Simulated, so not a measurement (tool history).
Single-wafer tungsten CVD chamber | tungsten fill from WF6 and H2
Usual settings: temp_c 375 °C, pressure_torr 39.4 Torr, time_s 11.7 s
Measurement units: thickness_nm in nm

run,hour,temp_c,pressure_torr,time_s,"read-back reference wafer on the same gauge, thickness_nm",thickness_nm
1,0.0,375,39.4,12.3,22.981,26.819
2,14.6,375,39.4,12.3,22.984,26.837
3,26.0,375,39.4,12.8,23.013,27.879
4,41.4,375,39.4,11.7,22.969,25.555
5,87.4,375,39.4,11.7,23.000,25.628
6,102.9,375,39.4,11.7,23.015,25.603
7,118.5,375,39.4,11.7,23.005,25.657
8,127.9,375,39.4,11.7,23.002,25.499
9,137.4,375,35.0,11.7,22.992,23.820
10,157.3,375,35.0,11.7,23.003,23.718
11,169.4,381,39.4,11.7,22.995,29.658
12,184.1,375,33.0,11.7,23.008,23.034
13,200.6,375,45.0,10.0,22.975,23.925
14,215.8,375,39.4,11.7,22.991,25.696
15,229.5,363,30.5,11.7,23.029,15.222
16,236.5,361,47.4,13.7,23.002,22.489
17,246.2,375,39.4,13.7,22.988,28.295
18,257.4,375,39.4,11.7,23.011,24.131
19,269.5,379,35.8,11.7,23.031,24.948
20,280.1,379,39.4,13.6,22.989,30.856
21,288.9,375,39.4,11.7,23.008,24.243

Not shown here: 5 entries made in the log between runs. Locate each between two listed runs and compare the hidden state at the listed run before it with the hidden state at the listed run after it:
Between runs 4 and 5: gauge calibrated (hour 41.7)
  true pressure above the setpoint (%): 7.87 -> 8.37
  measured result minus the result with no hidden state, thickness_nm: +1.161 -> +1.232 nm
Between runs 9 and 10: showerhead replaced (hour 156.8)
  true pressure above the setpoint (%): 8.93 -> 9.16
  measured result minus the result with no hidden state, thickness_nm: +1.236 -> +1.260 nm
Between runs 11 and 12: thermocouple changed; heater temperature recalibrated (hour 183.6)
  true pressure above the setpoint (%): 9.3 -> 9.47
  measured result minus the result with no hidden state, thickness_nm: +1.569 -> +1.265 nm
Between runs 14 and 15: capacitance manometer re-zeroed and calibrated (hour 223.9)
  true pressure above the setpoint (%): 9.85 -> -1.4
  measured result minus the result with no hidden state, thickness_nm: +1.431 -> -0.139 nm
Between runs 15 and 16: gauge calibrated (hour 230.4)
  nothing in the hidden state changes from one run to the other
  measured result minus the result with no hidden state, thickness_nm: -0.139 -> -0.195 nm
